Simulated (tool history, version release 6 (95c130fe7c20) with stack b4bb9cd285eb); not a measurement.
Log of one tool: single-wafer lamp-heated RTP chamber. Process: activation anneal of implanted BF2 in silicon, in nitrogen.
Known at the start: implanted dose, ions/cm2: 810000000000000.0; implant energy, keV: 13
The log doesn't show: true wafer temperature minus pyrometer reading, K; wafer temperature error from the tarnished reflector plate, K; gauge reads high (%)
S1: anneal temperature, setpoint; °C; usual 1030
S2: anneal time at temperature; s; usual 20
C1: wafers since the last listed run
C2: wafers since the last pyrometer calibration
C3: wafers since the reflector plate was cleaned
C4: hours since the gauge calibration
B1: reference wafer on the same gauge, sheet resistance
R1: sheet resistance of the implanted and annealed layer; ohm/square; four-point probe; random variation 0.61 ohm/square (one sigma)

| run | hour | S1 | S2 | C1 | C2 | C3 | C4 | B1 | R1 |
|---|---|---|---|---|---|---|---|---|---|
| 1 | 0.0 | 1030 | 20 | 0 | 2370 | 2370 | 250.3 | 203.69 | 183.28 |
|  | 57.1 | pyrometer window cleaned and pyrometer calibrated |
| 2 | 63.9 | 1030 | 20 | 996 | 120 | 3367 | 314.2 | 204.07 | 182.67 |
| 3 | 107.9 | 1030 | 20 | 784 | 905 | 4151 | 358.2 | 203.82 | 182.71 |
| 4 | 175.6 | 1030 | 20 | 1207 | 2112 | 5359 | 425.9 | 204.29 | 182.40 |
|  | 243.3 | pyrometer window cleaned and pyrometer calibrated |
| 5 | 346.4 | 1030 | 20 | 2903 | 1838 | 8262 | 596.7 | 204.19 | 182.26 |
|  | 390.6 | reflector plate cleaned |
|  | 432.2 | gauge calibrated |
| 6 | 434.5 | 1030 | 20 | 1428 | 3266 | 782 | 2.3 | 203.97 | 185.29 |
|  | 447.7 | pyrometer window cleaned and pyrometer calibrated |
| 7 | 486.1 | 1030 | 20 | 777 | 684 | 1560 | 53.9 | 204.03 | 183.47 |
| 8 | 547.6 | 1030 | 10 | 1096 | 1781 | 2656 | 115.4 | 204.17 | 202.49 |

Forecast run 9:
| 9 | 628.8 | 1030 | 16 | 1448 | 3229 | 4104 | 196.6 | ? | ? |

{"run 9": {"B1": 204.12, "R1": 186.21}}
Without the tool's hidden state the same run would have given R1 192.20 ohm/square.
